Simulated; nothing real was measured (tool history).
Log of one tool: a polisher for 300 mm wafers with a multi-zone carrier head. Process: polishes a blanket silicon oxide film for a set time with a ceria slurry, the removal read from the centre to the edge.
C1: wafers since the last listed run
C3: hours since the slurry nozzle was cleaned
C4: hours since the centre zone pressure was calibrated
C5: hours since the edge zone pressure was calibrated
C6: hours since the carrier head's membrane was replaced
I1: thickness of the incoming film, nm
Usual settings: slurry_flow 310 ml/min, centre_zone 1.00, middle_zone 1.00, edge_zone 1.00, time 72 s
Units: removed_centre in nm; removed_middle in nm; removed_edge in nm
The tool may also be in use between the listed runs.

run 1 hour=0.0 | slurry_flow=310 centre_zone=1.04 middle_zone=1.00 edge_zone=1.00 time=72 | C1=0 wafers_polished_on_this_pad=1297 C3=227.1 C4=166.2 C5=131.2 C6=1080.6 | I1=891.3 | removed_centre=214.4 removed_middle=198.5 removed_edge=205.7
run 2 hour=29.0 | slurry_flow=310 centre_zone=1.00 middle_zone=1.00 edge_zone=1.00 time=72 | C1=276 wafers_polished_on_this_pad=1574 C3=256.1 C4=195.2 C5=160.2 C6=1109.6 | I1=886.3 | removed_centre=203.8 removed_middle=197.7 removed_edge=204.2
-- hour=49.7 worn pad replaced by a new one
run 3 hour=58.3 | slurry_flow=400 centre_zone=1.03 middle_zone=0.95 edge_zone=0.96 time=72 | C1=240 wafers_polished_on_this_pad=81 C3=285.4 C4=224.5 C5=189.5 C6=1138.9 | I1=898.1 | removed_centre=230.1 removed_middle=202.1 removed_edge=214.8
run 4 hour=84.2 | slurry_flow=310 centre_zone=1.00 middle_zone=1.00 edge_zone=1.00 time=72 | C1=246 wafers_polished_on_this_pad=328 C3=311.3 C4=250.4 C5=215.4 C6=1164.8 | I1=898.6 | removed_centre=214.5 removed_middle=200.2 removed_edge=208.7
-- hour=106.2 carrier head's membrane replaced by a new one, of another model than before
run 5 hour=114.4 | slurry_flow=415 centre_zone=0.89 middle_zone=1.05 edge_zone=0.90 time=72 | C1=239 wafers_polished_on_this_pad=568 C3=341.5 C4=280.6 C5=245.6 C6=8.2 | I1=879.0 | removed_centre=183.7 removed_middle=227.3 removed_edge=197.0
run 6 hour=145.7 | slurry_flow=310 centre_zone=1.06 middle_zone=0.92 edge_zone=0.91 time=82 | C1=298 wafers_polished_on_this_pad=866 C3=372.8 C4=311.9 C5=276.9 C6=39.5 | I1=884.6 | removed_centre=252.7 removed_middle=201.8 removed_edge=221.1
-- hour=153.3 slurry nozzle cleaned
run 7 hour=166.0 | slurry_flow=310 centre_zone=0.93 middle_zone=1.00 edge_zone=1.00 time=62 | C1=183 wafers_polished_on_this_pad=1050 C3=12.7 C4=332.2 C5=297.2 C6=59.8 | I1=891.7 | removed_centre=160.8 removed_middle=175.4 removed_edge=175.1
-- hour=179.9 centre zone pressure recalibrated
run 8 hour=180.4 | slurry_flow=210 centre_zone=1.00 middle_zone=1.00 edge_zone=1.00 time=72 | C1=118 wafers_polished_on_this_pad=1168 C3=27.1 C4=0.5 C5=311.6 C6=74.2 | I1=891.0 | removed_centre=195.6 removed_middle=188.9 removed_edge=198.9
run 9 hour=209.8 | slurry_flow=260 centre_zone=0.90 middle_zone=1.00 edge_zone=1.00 time=72 | C1=279 wafers_polished_on_this_pad=1448 C3=56.5 C4=29.9 C5=341.0 C6=103.6 | I1=892.4 | removed_centre=173.5 removed_middle=191.1 removed_edge=201.6
-- hour=240.7 worn pad replaced by a new one
run 10 hour=241.0 | slurry_flow=345 centre_zone=1.00 middle_zone=1.00 edge_zone=1.08 time=72 | C1=259 wafers_polished_on_this_pad=2 C3=87.7 C4=61.1 C5=372.2 C6=134.8 | I1=903.8 | removed_centre=216.0 removed_middle=211.1 removed_edge=230.0
run 11 hour=273.8 | slurry_flow=310 centre_zone=1.00 middle_zone=1.00 edge_zone=1.00 time=72 | C1=312 wafers_polished_on_this_pad=315 C3=120.5 C4=93.9 C5=405.0 C6=167.6 | I1=890.7 | removed_centre=213.9 removed_middle=208.0 removed_edge=210.4
run 12 hour=296.1 | slurry_flow=310 centre_zone=1.00 middle_zone=1.00 edge_zone=1.00 time=72 | C1=212 wafers_polished_on_this_pad=527 C3=142.8 C4=116.2 C5=427.3 C6=189.9 | I1=886.0 | removed_centre=207.5 removed_middle=199.9 removed_edge=210.6
run 13 hour=311.2 | slurry_flow=310 centre_zone=1.00 middle_zone=1.00 edge_zone=0.89 time=72 | C1=143 wafers_polished_on_this_pad=671 C3=157.9 C4=131.3 C5=442.4 C6=205.0 | I1=885.1 | removed_centre=207.8 removed_middle=200.2 removed_edge=191.0
run 14 hour=338.5 | slurry_flow=310 centre_zone=1.00 middle_zone=1.09 edge_zone=1.06 time=72 | C1=259 wafers_polished_on_this_pad=931 C3=185.2 C4=158.6 C5=469.7 C6=232.3 | I1=895.5 | removed_centre=206.5 removed_middle=229.4 removed_edge=214.6
run 15 hour=364.2 | slurry_flow=225 centre_zone=0.90 middle_zone=1.00 edge_zone=1.00 time=72 | C1=244 wafers_polished_on_this_pad=1176 C3=210.9 C4=184.3 C5=495.4 C6=258.0 | I1=890.4 | removed_centre=171.5 removed_middle=193.1 removed_edge=201.6
run 16 hour=385.9 | slurry_flow=275 centre_zone=1.00 middle_zone=1.00 edge_zone=1.00 time=72 | C1=206 wafers_polished_on_this_pad=1382 C3=232.6 C4=206.0 C5=517.1 C6=279.7 | I1=899.4 | removed_centre=202.8 removed_middle=200.1 removed_edge=201.5
run 17 hour=413.7 | slurry_flow=390 centre_zone=1.00 middle_zone=0.89 edge_zone=1.11 time=79 | C1=264 wafers_polished_on_this_pad=1647 C3=260.4 C4=233.8 C5=544.9 C6=307.5 | I1=889.7 | removed_centre=230.4 removed_middle=190.6 removed_edge=240.2
run 18 hour=428.7 | slurry_flow=365 centre_zone=1.00 middle_zone=0.91 edge_zone=1.00 time=52 | C1=142 wafers_polished_on_this_pad=1790 C3=275.4 C4=248.8 C5=559.9 C6=322.5 | I1=892.3 | removed_centre=149.8 removed_middle=128.9 removed_edge=146.8
-- hour=435.9 worn pad replaced by a new one
run 19 hour=450.3 | slurry_flow=220 centre_zone=1.00 middle_zone=1.00 edge_zone=0.89 time=82 | C1=167 wafers_polished_on_this_pad=136 C3=297.0 C4=270.4 C5=581.5 C6=344.1 | I1=900.1 | removed_centre=236.6 removed_middle=230.7 removed_edge=216.5
run 20 hour=482.8 | slurry_flow=310 centre_zone=1.00 middle_zone=1.00 edge_zone=1.11 time=72 | C1=309 wafers_polished_on_this_pad=446 C3=329.5 C4=302.9 C5=614.0 C6=376.6 | I1=899.1 | removed_centre=206.5 removed_middle=203.6 removed_edge=224.9
run 21 hour=498.2 | slurry_flow=310 centre_zone=1.09 middle_zone=0.89 edge_zone=1.00 time=80 | C1=146 wafers_polished_on_this_pad=592 C3=344.9 C4=318.3 C5=629.4 C6=392.0 | I1=889.7 | removed_centre=257.2 removed_middle=189.3 removed_edge=230.8

5 ways to go on from here, each from the tool as it stands after run 21. What would each give?
run A hour=498.6 | slurry_flow=310 centre_zone=1.00 middle_zone=1.00 edge_zone=1.00 time=72 | C1=3 wafers_polished_on_this_pad=596 C3=345.3 C4=318.7 C5=629.8 C6=392.4 | I1=886.1 | removed_centre=? removed_middle=? removed_edge=?
run B hour=498.6 | slurry_flow=405 centre_zone=0.96 middle_zone=1.00 edge_zone=0.95 time=72 | C1=3 wafers_polished_on_this_pad=596 C3=345.3 C4=318.7 C5=629.8 C6=392.4 | I1=886.1 | removed_centre=? removed_middle=? removed_edge=?
run C hour=498.6 | slurry_flow=310 centre_zone=0.91 middle_zone=0.96 edge_zone=0.89 time=97 | C1=3 wafers_polished_on_this_pad=596 C3=345.3 C4=318.7 C5=629.8 C6=392.4 | I1=886.1 | removed_centre=? removed_middle=? removed_edge=?
run D hour=498.6 | slurry_flow=340 centre_zone=1.10 middle_zone=1.07 edge_zone=1.09 time=72 | C1=3 wafers_polished_on_this_pad=596 C3=345.3 C4=318.7 C5=629.8 C6=392.4 | I1=886.1 | removed_centre=? removed_middle=? removed_edge=?
run E hour=498.6 | slurry_flow=235 centre_zone=0.93 middle_zone=1.05 edge_zone=1.00 time=72 | C1=3 wafers_polished_on_this_pad=596 C3=345.3 C4=318.7 C5=629.8 C6=392.4 | I1=886.1 | removed_centre=? removed_middle=? removed_edge=?

run=A removed_centre=211.6 removed_middle=203.0 removed_edge=209.8
run=B removed_centre=205.1 removed_middle=208.0 removed_edge=206.3
run=C removed_centre=249.2 removed_middle=258.6 removed_edge=261.4
run=D removed_centre=243.7 removed_middle=224.5 removed_edge=224.0
run=E removed_centre=184.0 removed_middle=209.9 removed_edge=204.3
Without the tool's hidden state the same runs would have given:
run=A removed_centre=222.3 removed_middle=213.3 removed_edge=220.4
run=B removed_centre=215.4 removed_middle=218.5 removed_edge=216.8
run=C removed_centre=261.8 removed_middle=271.6 removed_edge=274.7
run=D removed_centre=256.0 removed_middle=235.9 removed_edge=235.3
run=E removed_centre=193.3 removed_middle=220.5 removed_edge=214.6

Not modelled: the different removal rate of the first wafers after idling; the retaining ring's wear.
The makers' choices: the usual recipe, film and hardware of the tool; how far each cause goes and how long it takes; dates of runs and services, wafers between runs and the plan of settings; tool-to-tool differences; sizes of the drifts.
